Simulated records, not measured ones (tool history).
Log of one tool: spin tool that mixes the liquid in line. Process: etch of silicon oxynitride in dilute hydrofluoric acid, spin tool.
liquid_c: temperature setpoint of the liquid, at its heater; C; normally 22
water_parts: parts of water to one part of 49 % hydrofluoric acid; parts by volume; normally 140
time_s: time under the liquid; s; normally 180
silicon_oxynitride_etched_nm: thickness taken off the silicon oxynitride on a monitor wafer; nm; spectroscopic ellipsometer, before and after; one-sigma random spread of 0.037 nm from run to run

run   hour  liquid_c  water_parts  time_s  wafers since the last listed run  hours since the thermometer was replaced  hours since the hydrofluoric acid flow meter was replaced  hours since the gauge calibration  read-back film thickness of the silicon oxynitride reference wafer, read on the same gauge (nm)  silicon_oxynitride_etched_nm
  1      0        22          140     180                                 0                                    2700.9                                                      845.7                              221.2                                                                                           39.994                         1.607
  2   19.1        22          140     180                               159                                      2720                                                      864.8                              240.3                                                                                           39.987                         1.653
  3   33.4        22          140     180                               119                                    2734.3                                                      879.1                              254.6                                                                                           39.975                         1.604
  4     67        22          140     180                               280                                    2767.9                                                      912.7                              288.2                                                                                           39.991                         1.631
  5     99        22          140     180                               267                                    2799.9                                                      944.7                              320.2                                                                                           40.011                         1.637
  6  111.9        22          140     180                               107                                    2812.8                                                      957.6                              333.1                                                                                           40.004                         1.565
  7    131        22          140     180                               159                                    2831.9                                                      976.7                              352.2                                                                                           40.044                         1.663
  8  153.3        22          140     180                               186                                    2854.2                                                        999                              374.5                                                                                           40.018                         1.613
  9  172.4        22          140     180                               159                                    2873.3                                                     1018.1                              393.6                                                                                               40                         1.611
 10  188.8      24.5          140     180                               136                                    2889.7                                                     1034.5                                410                                                                                            40.02                         1.857
     193.1  -- gauge calibrated
     198.4  -- thermometer replaced
     212.7  -- hydrofluoric acid flow meter replaced
 11  213.2        22          125     180                               186                                      14.8                                                        0.5                               20.1                                                                                           39.994                         1.917
 12    244        22          140     180                               257                                      45.6                                                       31.3                               50.9                                                                                           40.012                         1.655
 13  269.3        22          140     180                               211                                      70.9                                                       56.6                               76.2                                                                                           40.014                         1.638
 14  288.4      18.5          165     280                               159                                        90                                                       75.7                               95.3                                                                                           40.033                         1.777
 15  307.1      17.5          140     180                               156                                     108.7                                                       94.4                                114                                                                                           40.028                         1.314
 16  327.7        22          160     180                               171                                     129.3                                                        115                              134.6                                                                                           39.998                         1.397
 17  355.4      18.5          140     180                               231                                       157                                                      142.7                              162.3                                                                                           40.017                         1.307
 18  381.8      20.5          140     180                               220                                     183.4                                                      169.1                              188.7                                                                                           40.043                         1.568
 19  396.6        26           95     275                               123                                     198.2                                                      183.9                              203.5                                                                                           39.984                         4.628
 20    424        22          140     180                               228                                     225.6                                                      211.3                              230.9                                                                                           40.025                         1.624
 21  459.1        26          115     230                               293                                     260.7                                                      246.4                                266                                                                                           40.016                         3.184
 22  489.6        22          140     180                               254                                     291.2                                                      276.9                              296.5                                                                                           39.988                          1.61
 23  505.5        22           70     140                               132                                     307.1                                                      292.8                              312.4                                                                                           39.991                         2.561
 24  535.9        22          140     255                               253                                     337.5                                                      323.2                              342.8                                                                                           40.024                         2.314
     550.2  -- gauge calibrated
 25  562.4      19.5          190     260                               221                                       364                                                      349.7                               12.2                                                                                           40.026                         1.505
 26    598        25          115     180                               297                                     399.6                                                      385.3                               47.8                                                                                           39.996                         2.284

What the log doesn't show, run by run:
liquid colder than its thermometer reads (K): 0, the same for each run
hydrofluoric acid flow above the setpoint (%): 0, the same for each run
gauge reads high (%): 0, the same for each run
